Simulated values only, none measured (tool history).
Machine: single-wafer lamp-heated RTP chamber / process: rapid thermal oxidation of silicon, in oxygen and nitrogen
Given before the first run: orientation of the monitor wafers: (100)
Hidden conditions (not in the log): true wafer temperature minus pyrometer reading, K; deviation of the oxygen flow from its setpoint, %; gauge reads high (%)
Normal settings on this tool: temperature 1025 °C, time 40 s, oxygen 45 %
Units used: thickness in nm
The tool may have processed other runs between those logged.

run,day,temperature,time,oxygen,wafers since the last listed run,wafers since the last pyrometer calibration,hours since the oxygen flow controller was replaced,hours since the gauge calibration,"read-back reference wafer on the same gauge, thickness",thickness
1,0.000,1025,40,45,0,4684,3794.9,76.3,4.595,4.945
2,0.408,1025,40,45,109,4794,3804.7,86.1,4.593,4.964
3,0.779,1005,40,66,99,4893,3813.6,95.0,4.590,4.910
4,1.088,1005,40,66,82,4975,3821.0,102.4,4.592,4.931
5,2.371,1005,40,66,343,5319,3851.8,133.2,4.590,4.947
6,2.792,1034,40,45,112,5431,3861.9,143.3,4.592,5.281
# day 3.088: gauge calibrated
7,3.404,1034,40,45,163,5595,3876.6,7.6,4.590,5.302
8,4.133,1025,51,34,195,5790,3894.1,25.1,4.593,5.048
9,4.654,1025,40,45,139,5929,3906.6,37.6,4.586,5.008
10,5.333,1025,31,45,181,6111,3922.9,53.9,4.588,4.527
# day 5.696: pyrometer window cleaned and pyrometer calibrated
# day 5.950: oxygen flow controller replaced
11,5.971,1006,40,45,13,5,0.5,69.2,4.589,4.268
12,6.488,1011,28,68,138,143,12.9,81.6,4.593,4.343
13,6.971,1025,51,58,129,273,24.5,93.2,4.591,5.817
14,7.300,1037,40,67,88,361,32.4,101.1,4.587,5.980
15,7.667,1017,40,45,98,459,41.2,109.9,4.590,4.568

Expected results for the next run?
16,8.304,1025,40,45,170,629,56.5,125.2,?,?

read-back reference wafer on the same gauge, thickness: 4.588
thickness: 4.816 nm
Without the tool's hidden state the same run would have given thickness 4.813 nm.
